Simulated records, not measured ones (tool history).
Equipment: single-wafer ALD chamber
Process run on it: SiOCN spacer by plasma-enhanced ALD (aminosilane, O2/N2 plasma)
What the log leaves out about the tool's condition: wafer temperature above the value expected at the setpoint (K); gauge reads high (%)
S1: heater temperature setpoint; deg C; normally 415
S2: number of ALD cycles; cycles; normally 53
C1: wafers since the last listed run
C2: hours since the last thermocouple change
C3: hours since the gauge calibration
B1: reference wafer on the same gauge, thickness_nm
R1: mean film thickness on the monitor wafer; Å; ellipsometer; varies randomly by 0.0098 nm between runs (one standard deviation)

run 1 day=0.000 | S1=404 S2=49 | C1=0 C2=629.8 C3=360.9 | B1=3.149 | R1=29.08
run 2 day=1.117 | S1=404 S2=49 | C1=158 C2=656.6 C3=387.7 | B1=3.148 | R1=29.14
run 3 day=3.225 | S1=404 S2=49 | C1=300 C2=707.2 C3=438.3 | B1=3.144 | R1=29.24
run 4 day=4.796 | S1=415 S2=57 | C1=223 C2=744.9 C3=476.0 | B1=3.149 | R1=32.90
run 5 day=6.883 | S1=415 S2=57 | C1=297 C2=795.0 C3=526.1 | B1=3.148 | R1=33.02
run 6 day=8.383 | S1=415 S2=53 | C1=213 C2=831.0 C3=562.1 | B1=3.143 | R1=30.69
-- day=9.558 gauge calibrated
run 7 day=10.721 | S1=415 S2=53 | C1=332 C2=887.1 C3=27.9 | B1=3.149 | R1=30.80
run 8 day=11.833 | S1=415 S2=53 | C1=158 C2=913.8 C3=54.6 | B1=3.148 | R1=30.78
run 9 day=13.425 | S1=409 S2=53 | C1=226 C2=952.0 C3=92.8 | B1=3.149 | R1=31.07
run 10 day=15.229 | S1=409 S2=53 | C1=256 C2=995.3 C3=136.1 | B1=3.151 | R1=31.25
run 11 day=18.950 | S1=409 S2=53 | C1=529 C2=1084.6 C3=225.4 | B1=3.152 | R1=31.20
run 12 day=20.071 | S1=424 S2=53 | C1=159 C2=1111.5 C3=252.3 | B1=3.147 | R1=29.92
run 13 day=22.146 | S1=408 S2=61 | C1=295 C2=1161.3 C3=302.1 | B1=3.149 | R1=36.20
run 14 day=24.929 | S1=415 S2=53 | C1=396 C2=1228.1 C3=368.9 | B1=3.150 | R1=30.97
run 15 day=26.796 | S1=415 S2=53 | C1=265 C2=1272.9 C3=413.7 | B1=3.148 | R1=30.83
-- day=28.125 thermocouple changed; heater temperature recalibrated
run 16 day=28.146 | S1=420 S2=59 | C1=144 C2=0.5 C3=446.1 | B1=3.151 | R1=32.80
run 17 day=29.921 | S1=407 S2=57 | C1=252 C2=43.1 C3=488.7 | B1=3.147 | R1=32.88
run 18 day=31.188 | S1=423 S2=47 | C1=180 C2=73.5 C3=519.1 | B1=3.147 | R1=25.83
run 19 day=34.025 | S1=415 S2=53 | C1=404 C2=141.6 C3=587.2 | B1=3.153 | R1=29.98
-- day=34.462 thermocouple changed; heater temperature recalibrated, repeated, since the last time left the tool worse
-- day=35.821 gauge calibrated
run 20 day=36.188 | S1=404 S2=49 | C1=260 C2=41.4 C3=8.8 | B1=3.147 | R1=29.17

Run 21 is up next; what results do you expect?
run 21 day=37.683 | S1=424 S2=63 | C1=212 C2=77.3 C3=44.7 | B1=? | R1=?

{"run 21": {"B1": 3.153, "R1": 35.31}}
Had the tool carried no hidden state, the very same run would have given R1 35.36 Å.

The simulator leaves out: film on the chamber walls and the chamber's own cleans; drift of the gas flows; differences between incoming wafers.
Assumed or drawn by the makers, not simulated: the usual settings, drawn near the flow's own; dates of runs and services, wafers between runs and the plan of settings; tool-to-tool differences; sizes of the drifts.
